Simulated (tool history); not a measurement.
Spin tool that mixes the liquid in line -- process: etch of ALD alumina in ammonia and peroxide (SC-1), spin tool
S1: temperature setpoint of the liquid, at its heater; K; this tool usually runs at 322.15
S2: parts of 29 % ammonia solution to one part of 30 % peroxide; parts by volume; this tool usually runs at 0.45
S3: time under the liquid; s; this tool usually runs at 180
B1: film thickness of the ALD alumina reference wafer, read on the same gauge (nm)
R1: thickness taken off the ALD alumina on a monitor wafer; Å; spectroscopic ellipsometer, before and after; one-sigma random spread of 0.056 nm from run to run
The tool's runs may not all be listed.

| run | hour | S1 | S2 | S3 | B1 | R1 |
|---|---|---|---|---|---|---|
| 1 | 0 | 315.65 | 0.45 | 270 | 149.96 | 74.3 |
|  | 25 | ammonia flow meter replaced |
| 2 | 61 | 319.65 | 0.45 | 180 | 149.96 | 62.5 |
| 3 | 99.9 | 322.15 | 0.4 | 180 | 150.07 | 70.6 |
| 4 | 195 | 322.15 | 0.4 | 180 | 150.01 | 70.8 |
| 5 | 258.7 | 329.15 | 0.45 | 210 | 150 | 120.2 |
| 6 | 327.6 | 329.15 | 0.45 | 210 | 149.96 | 122.3 |
| 7 | 397.7 | 322.15 | 0.45 | 180 | 150.06 | 70.8 |
| 8 | 456 | 322.15 | 0.45 | 240 | 149.97 | 92.9 |
| 9 | 561.1 | 322.15 | 0.65 | 180 | 150 | 72.4 |
| 10 | 601.8 | 312.65 | 0.45 | 255 | 150.06 | 57.7 |
| 11 | 643.3 | 326.65 | 0.45 | 180 | 149.98 | 89.1 |
| 12 | 694.8 | 329.65 | 0.65 | 85 | 150.03 | 52.1 |
| 13 | 766.9 | 322.15 | 0.45 | 180 | 149.97 | 71.2 |
| 14 | 869.3 | 322.15 | 0.35 | 95 | 150.03 | 35.9 |
|  | 930.2 | new drum of ammonia solution connected |
| 15 | 941.6 | 315.65 | 0.3 | 265 | 150.01 | 67.9 |
|  | 947.9 | thermometer replaced |
| 16 | 1036.3 | 317.65 | 0.6 | 180 | 149.97 | 58.6 |
| 17 | 1086.3 | 315.65 | 0.45 | 270 | 150 | 77 |
| 18 | 1187.9 | 313.15 | 0.25 | 130 | 149.97 | 29.6 |
| 19 | 1271.9 | 322.15 | 0.45 | 180 | 150 | 73.2 |
| 20 | 1518.4 | 318.65 | 0.3 | 90 | 150.02 | 29 |
| 21 | 1570.8 | 322.15 | 0.45 | 180 | 149.97 | 73.1 |
| 22 | 1628.6 | 322.15 | 0.45 | 180 | 149.96 | 72.4 |
| 23 | 1736.4 | 312.65 | 0.45 | 210 | 149.99 | 49.3 |
| 24 | 1788.6 | 322.15 | 0.45 | 180 | 149.98 | 72.7 |
| 25 | 1838.6 | 314.65 | 0.3 | 180 | 150 | 45.2 |

Below, each run's measurement less what the same run would have read without the hidden state. Both values contain the same run-to-run variation, but the gauge's scatter may not be the same in both:
Hidden state at play: liquid colder than its thermometer reads (K); ammonia flow below the setpoint (%); temperature lost on the way to the wafer (K); ammonia solution weaker than its label (%); gauge reads high (%).
| run | R1 |
|---|---|
| 1 | -2.8 |
| 2 | -2.4 |
| 3 | -2.7 |
| 4 | -2.9 |
| 5 | -4.8 |
| 6 | -5.2 |
| 7 | -3.3 |
| 8 | -4.4 |
| 9 | -3.7 |
| 10 | -3.2 |
| 11 | -4.5 |
| 12 | -2.7 |
| 13 | -3.9 |
| 14 | -2.1 |
| 15 | -4.3 |
| 16 | -0.3 |
| 17 | -0.6 |
| 18 | -0.3 |
| 19 | -0.9 |
| 20 | -0.5 |
| 21 | -1.4 |
| 22 | -1.5 |
| 23 | -1.2 |
| 24 | -1.8 |
| 25 | -1.3 |

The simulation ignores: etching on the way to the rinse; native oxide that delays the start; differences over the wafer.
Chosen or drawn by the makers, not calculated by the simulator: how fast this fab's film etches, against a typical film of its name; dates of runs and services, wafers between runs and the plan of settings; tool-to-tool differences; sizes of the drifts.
